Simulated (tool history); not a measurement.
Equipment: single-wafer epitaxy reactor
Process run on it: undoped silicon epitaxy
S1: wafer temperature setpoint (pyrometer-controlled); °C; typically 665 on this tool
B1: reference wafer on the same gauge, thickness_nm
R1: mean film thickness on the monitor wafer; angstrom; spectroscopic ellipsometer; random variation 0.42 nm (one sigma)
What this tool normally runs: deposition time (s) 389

{"run": 1, "hour": 0.0, "S1": 665, "deposition time (s)": 389, "B1": 86.368, "R1": 845.43}
{"run": 2, "hour": 53.7, "S1": 669, "deposition time (s)": 348, "B1": 86.392, "R1": 830.41}
{"run": 3, "hour": 115.4, "S1": 669, "deposition time (s)": 348, "B1": 86.333, "R1": 833.4}
{"run": 4, "hour": 219.7, "S1": 665, "deposition time (s)": 389, "B1": 86.457, "R1": 846.47}
{"run": 5, "hour": 457.5, "S1": 660, "deposition time (s)": 389, "B1": 86.457, "R1": 749.45}
{"run": 6, "hour": 512.7, "S1": 660, "deposition time (s)": 389, "B1": 86.323, "R1": 751.19}
{"run": 7, "hour": 602.1, "S1": 665, "deposition time (s)": 389, "B1": 86.433, "R1": 851.9}
{"hour": 641.2, "done": "gauge calibrated"}
{"hour": 646.7, "done": "pyrometer calibrated"}
{"run": 8, "hour": 664.6, "S1": 665, "deposition time (s)": 389, "B1": 86.375, "R1": 801.17}
{"run": 9, "hour": 702.2, "S1": 665, "deposition time (s)": 389, "B1": 86.301, "R1": 800.64}
{"run": 10, "hour": 789.9, "S1": 665, "deposition time (s)": 389, "B1": 86.417, "R1": 812.18}
{"run": 11, "hour": 870.9, "S1": 665, "deposition time (s)": 389, "B1": 86.328, "R1": 809.48}
{"run": 12, "hour": 921.5, "S1": 665, "deposition time (s)": 389, "B1": 86.408, "R1": 814.78}
{"run": 13, "hour": 979.3, "S1": 674, "deposition time (s)": 349, "B1": 86.418, "R1": 903.92}
{"run": 14, "hour": 1061.9, "S1": 669, "deposition time (s)": 442, "B1": 86.281, "R1": 1031.05}
{"run": 15, "hour": 1122.3, "S1": 657, "deposition time (s)": 320, "B1": 86.422, "R1": 557.21}
{"run": 16, "hour": 1180.5, "S1": 656, "deposition time (s)": 363, "B1": 86.378, "R1": 621.01}
{"run": 17, "hour": 1251.5, "S1": 665, "deposition time (s)": 389, "B1": 86.429, "R1": 827.92}
{"run": 18, "hour": 1322.3, "S1": 679, "deposition time (s)": 412, "B1": 86.256, "R1": 1227.31}
{"run": 19, "hour": 1418.9, "S1": 654, "deposition time (s)": 389, "B1": 86.469, "R1": 632.08}
{"run": 20, "hour": 1458.8, "S1": 677, "deposition time (s)": 441, "B1": 86.428, "R1": 1232.87}
{"run": 21, "hour": 1510.4, "S1": 657, "deposition time (s)": 465, "B1": 86.359, "R1": 826.81}
{"run": 22, "hour": 1616.5, "S1": 659, "deposition time (s)": 454, "B1": 86.407, "R1": 839.23}

Below are 5 alternative next runs, each starting from the tool's condition after run 22. Predict each:
{"run": "A", "hour": 1617.0, "S1": 665, "deposition time (s)": 389, "B1": "?", "R1": "?"}
{"run": "B", "hour": 1617.0, "S1": 661, "deposition time (s)": 389, "B1": "?", "R1": "?"}
{"run": "C", "hour": 1617.0, "S1": 652, "deposition time (s)": 331, "B1": "?", "R1": "?"}
{"run": "D", "hour": 1617.0, "S1": 650, "deposition time (s)": 351, "B1": "?", "R1": "?"}
{"run": "E", "hour": 1617.0, "S1": 677, "deposition time (s)": 414, "B1": "?", "R1": "?"}

run=A B1=86.416 R1=838.6
run=B B1=86.416 R1=761.6
run=C B1=86.416 R1=519.98
run=D B1=86.416 R1=524.72
run=E B1=86.416 R1=1184.91
Had the tool no hidden state, the same runs would have come out as:
run=A R1=808.23
run=B R1=733.76
run=C R1=500.55
run=D R1=505.02
run=E R1=1143.21
